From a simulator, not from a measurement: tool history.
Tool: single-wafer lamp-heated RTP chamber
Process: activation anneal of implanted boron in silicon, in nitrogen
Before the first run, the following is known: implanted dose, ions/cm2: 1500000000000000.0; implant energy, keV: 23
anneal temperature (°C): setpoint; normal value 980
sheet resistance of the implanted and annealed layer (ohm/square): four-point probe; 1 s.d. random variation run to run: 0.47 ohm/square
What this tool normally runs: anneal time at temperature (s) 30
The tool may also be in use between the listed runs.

| run | hour | anneal temperature (°C) | anneal time at temperature (s) | read-back reference wafer on the same gauge, sheet resistance | sheet resistance of the implanted and annealed layer (ohm/square) |
|---|---|---|---|---|---|
| 1 | 0.0 | 980 | 30 | 71.78 | 82.72 |
| 2 | 16.4 | 980 | 30 | 71.71 | 82.57 |
|  | 40.4 | reflector plate cleaned |
| 3 | 40.9 | 980 | 30 | 71.85 | 84.87 |
| 4 | 41.6 | 956 | 30 | 71.74 | 100.36 |
| 5 | 50.8 | 980 | 18 | 71.62 | 87.26 |
| 6 | 63.7 | 980 | 30 | 71.84 | 84.30 |
| 7 | 71.7 | 980 | 30 | 71.89 | 84.91 |
| 8 | 85.6 | 980 | 30 | 71.93 | 85.10 |
| 9 | 101.6 | 980 | 30 | 71.87 | 85.29 |
| 10 | 112.9 | 992 | 30 | 71.83 | 80.30 |
| 11 | 125.4 | 966 | 30 | 71.66 | 91.71 |
| 12 | 135.4 | 996 | 30 | 71.73 | 78.98 |
| 13 | 149.2 | 996 | 26 | 71.94 | 79.87 |
| 14 | 167.0 | 980 | 37 | 71.75 | 82.28 |
| 15 | 182.5 | 968 | 30 | 71.78 | 89.89 |
| 16 | 192.5 | 992 | 15 | 71.78 | 82.04 |
|  | 196.9 | gauge calibrated |
| 17 | 210.4 | 957 | 16 | 71.82 | 104.50 |
|  | 234.9 | pyrometer window cleaned and pyrometer calibrated |
| 18 | 235.4 | 980 | 16 | 71.64 | 85.80 |
| 19 | 235.7 | 960 | 43 | 71.72 | 90.91 |
| 20 | 241.9 | 980 | 30 | 71.68 | 81.90 |
|  | 255.3 | reflector plate cleaned |
| 21 | 255.8 | 992 | 22 | 71.63 | 81.57 |
| 22 | 264.3 | 980 | 30 | 71.94 | 84.90 |
| 23 | 278.9 | 1003 | 39 | 71.90 | 77.53 |
| 24 | 288.6 | 980 | 30 | 71.81 | 84.78 |
| 25 | 295.1 | 980 | 30 | 71.79 | 85.09 |
| 26 | 312.6 | 1000 | 18 | 71.67 | 80.29 |
| 27 | 328.7 | 961 | 45 | 71.82 | 92.81 |
| 28 | 339.5 | 1002 | 41 | 71.96 | 76.60 |
| 29 | 350.0 | 995 | 15 | 71.77 | 81.49 |

Pick out some run-to-run changes in sheet resistance of the implanted and annealed layer (ohm/square). Of each, how much would a tool without hidden state show as well, from the settings, what came in and chance, and how much is left for the hidden state and any gauge scatter not in both results compared?
Hidden conditions of the tool in this case: true wafer temperature minus pyrometer reading, K; wafer temperature error from the tarnished reflector plate, K; gauge reads high (%).
Run 16 -> 17: anneal temperature (°C) 992 -> 957, anneal time at temperature (s) 15 -> 16, gauge calibrated. sheet resistance of the implanted and annealed layer (ohm/square) +22.46: hidden state -4.29, all else +26.75.
Run 17 -> 18: anneal temperature (°C) 957 -> 980, pyrometer window cleaned and pyrometer calibrated. sheet resistance of the implanted and annealed layer (ohm/square) -18.70: hidden state +2.49, all else -21.19.
Run 20 -> 21: anneal temperature (°C) 980 -> 992, anneal time at temperature (s) 30 -> 22, reflector plate cleaned. sheet resistance of the implanted and annealed layer (ohm/square) -0.33: hidden state +2.55, all else -2.88.
